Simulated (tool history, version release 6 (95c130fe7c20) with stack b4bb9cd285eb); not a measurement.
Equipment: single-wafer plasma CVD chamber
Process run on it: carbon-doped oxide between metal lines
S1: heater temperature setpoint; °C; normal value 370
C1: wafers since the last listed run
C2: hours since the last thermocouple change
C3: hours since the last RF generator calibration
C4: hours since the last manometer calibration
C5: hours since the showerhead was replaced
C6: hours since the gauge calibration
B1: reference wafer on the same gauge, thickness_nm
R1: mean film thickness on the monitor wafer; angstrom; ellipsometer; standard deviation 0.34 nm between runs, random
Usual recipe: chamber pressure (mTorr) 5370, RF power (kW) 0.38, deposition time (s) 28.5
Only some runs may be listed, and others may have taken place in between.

Run 1, hour 0: usual settings but chamber pressure (mTorr) 6150; C1 0; C2 2468.2; C3 1280.9; C4 1295.8; C5 3586.9; C6 722.4; B1 108.008. Result: R1 1164.41 angstrom.
Run 2, hour 35: usual settings but chamber pressure (mTorr) 6150; C1 1387; C2 2503.2; C3 1315.9; C4 1330.8; C5 3621.9; C6 757.4; B1 107.969. Result: R1 1165.77 angstrom.
Run 3, hour 50.7: usual settings; C1 622; C2 2518.9; C3 1331.6; C4 1346.5; C5 3637.6; C6 773.1; B1 108.112. Result: R1 1130.54 angstrom.
At hour 72.5: capacitance manometer re-zeroed and calibrated.
Run 4, hour 73: usual settings; C1 566; C2 2541.2; C3 1353.9; C4 0.5; C5 3659.9; C6 795.4; B1 108.068. Result: R1 1147.57 angstrom.
At hour 101: gauge calibrated.
Run 5, hour 141.1: usual settings but S1 364 °C, chamber pressure (mTorr) 5090; C1 2699; C2 2609.3; C3 1422; C4 68.6; C5 3728; C6 40.1; B1 108.01. Result: R1 1150.28 angstrom.
Run 6, hour 163.5: usual settings but S1 364 °C, chamber pressure (mTorr) 5090; C1 887; C2 2631.7; C3 1444.4; C4 91; C5 3750.4; C6 62.5; B1 108.049. Result: R1 1153.4 angstrom.
Run 7, hour 181: usual settings; C1 693; C2 2649.2; C3 1461.9; C4 108.5; C5 3767.9; C6 80; B1 107.977. Result: R1 1148.61 angstrom.
Run 8, hour 207.6: usual settings; C1 1054; C2 2675.8; C3 1488.5; C4 135.1; C5 3794.5; C6 106.6; B1 107.975. Result: R1 1148.25 angstrom.
At hour 239.9: showerhead replaced.
Run 9, hour 240.4: usual settings but RF power (kW) 0.435; C1 983; C2 2708.6; C3 1521.3; C4 167.9; C5 0.5; C6 139.4; B1 108.025. Result: R1 1227.39 angstrom.
Run 10, hour 254.9: usual settings but chamber pressure (mTorr) 6170, RF power (kW) 0.325; C1 574; C2 2723.1; C3 1535.8; C4 182.4; C5 15; C6 153.9; B1 108.034. Result: R1 1076.01 angstrom.
Run 11, hour 272: usual settings but RF power (kW) 0.43; C1 677; C2 2740.2; C3 1552.9; C4 199.5; C5 32.1; C6 171; B1 107.975. Result: R1 1217.38 angstrom.
Run 12, hour 308: usual settings but S1 360 °C, deposition time (s) 23.9; C1 1427; C2 2776.2; C3 1588.9; C4 235.5; C5 68.1; C6 207; B1 107.949. Result: R1 977.1 angstrom.
At hour 325.7: thermocouple changed; heater temperature recalibrated.
Run 13, hour 326.2: usual settings but S1 382 °C, chamber pressure (mTorr) 6080, RF power (kW) 0.44; C1 404; C2 0.5; C3 1607.1; C4 253.7; C5 86.3; C6 225.2; B1 108.012. Result: R1 1233.13 angstrom.
Run 14, hour 350.7: usual settings; C1 971; C2 25; C3 1631.6; C4 278.2; C5 110.8; C6 249.7; B1 107.965. Result: R1 1133.09 angstrom.
Run 15, hour 438.6: usual settings but S1 384 °C, chamber pressure (mTorr) 6500, RF power (kW) 0.335, deposition time (s) 23; C1 3484; C2 112.9; C3 1719.5; C4 366.1; C5 198.7; C6 337.6; B1 107.959. Result: R1 857.6 angstrom.
Run 16, hour 458.7: usual settings but S1 374 °C, chamber pressure (mTorr) 4030; C1 796; C2 133; C3 1739.6; C4 386.2; C5 218.8; C6 357.7; B1 107.934. Result: R1 1060.94 angstrom.
Run 17, hour 480.4: usual settings; C1 860; C2 154.7; C3 1761.3; C4 407.9; C5 240.5; C6 379.4; B1 107.915. Result: R1 1129.1 angstrom.
At hour 554.7: RF generator calibrated.
Run 18, hour 583.6: usual settings but S1 364 °C, chamber pressure (mTorr) 4900, RF power (kW) 0.305; C1 3773; C2 257.9; C3 28.9; C4 511.1; C5 343.7; C6 482.6; B1 108.009. Result: R1 1020.94 angstrom.
Run 19, hour 609.8: usual settings but chamber pressure (mTorr) 5980; C1 1038; C2 284.1; C3 55.1; C4 537.3; C5 369.9; C6 508.8; B1 108.02. Result: R1 1181.68 angstrom.
Run 20, hour 626.7: usual settings but RF power (kW) 0.31, deposition time (s) 31.5; C1 669; C2 301; C3 72; C4 554.2; C5 386.8; C6 525.7; B1 107.993. Result: R1 1144.04 angstrom.
Run 21, hour 643.2: usual settings but S1 357 °C, chamber pressure (mTorr) 5900, RF power (kW) 0.425, deposition time (s) 24.7; C1 654; C2 317.5; C3 88.5; C4 570.7; C5 403.3; C6 542.2; B1 108.048. Result: R1 1120.14 angstrom.
Run 22, hour 662.3: usual settings but S1 364 °C, chamber pressure (mTorr) 5090; C1 757; C2 336.6; C3 107.6; C4 589.8; C5 422.4; C6 561.3; B1 107.901. Result: R1 1158.05 angstrom.
Run 23, hour 679.2: usual settings; C1 669; C2 353.5; C3 124.5; C4 606.7; C5 439.3; C6 578.2; B1 108.019. Result: R1 1152.88 angstrom.
Run 24, hour 697.1: usual settings but chamber pressure (mTorr) 6140, RF power (kW) 0.45; C1 709; C2 371.4; C3 142.4; C4 624.6; C5 457.2; C6 596.1; B1 107.936. Result: R1 1303.9 angstrom.
Run 25, hour 718.2: usual settings but chamber pressure (mTorr) 6390, deposition time (s) 30.5; C1 836; C2 392.5; C3 163.5; C4 645.7; C5 478.3; C6 617.2; B1 108.097. Result: R1 1277.39 angstrom.
Run 26, hour 750.4: usual settings; C1 1276; C2 424.7; C3 195.7; C4 677.9; C5 510.5; C6 649.4; B1 107.966. Result: R1 1157.01 angstrom.
Run 27, hour 771.3: usual settings but S1 356 °C; C1 828; C2 445.6; C3 216.6; C4 698.8; C5 531.4; C6 670.3; B1 108.035. Result: R1 1190.1 angstrom.
Run 28, hour 788.9: usual settings but S1 359 °C, RF power (kW) 0.305; C1 697; C2 463.2; C3 234.2; C4 716.4; C5 549; C6 687.9; B1 108.032. Result: R1 1049.47 angstrom.
At hour 799.4: gauge calibrated.
Run 29, hour 805.9: usual settings but S1 362 °C, chamber pressure (mTorr) 4570, deposition time (s) 33.3; C1 673; C2 480.2; C3 251.2; C4 733.4; C5 566; C6 6.5; B1 107.975. Result: R1 1321.45 angstrom.

Forecast each of these 3 alternatives for the next run:
Run A, hour 806.3: usual settings but RF power (kW) 0.455; C1 15; C2 480.6; C3 251.6; C4 733.8; C5 566.4; C6 6.9; B1 ?. Result: R1 ?.
Run B, hour 806.3: usual settings but S1 356 °C, chamber pressure (mTorr) 4720, deposition time (s) 23.7; C1 15; C2 480.6; C3 251.6; C4 733.8; C5 566.4; C6 6.9; B1 ?. Result: R1 ?.
Run C, hour 806.3: usual settings but S1 359 °C, chamber pressure (mTorr) 4560, RF power (kW) 0.34, deposition time (s) 23.3; C1 15; C2 480.6; C3 251.6; C4 733.8; C5 566.4; C6 6.9; B1 ?. Result: R1 ?.

run       B1      R1
  A  108.096  1268.1
  B  108.096  959.84
  C  108.096  876.19
With no hidden state in the tool, these same runs would have given:
run       R1
  A  1289.29
  B   975.26
  C   889.41
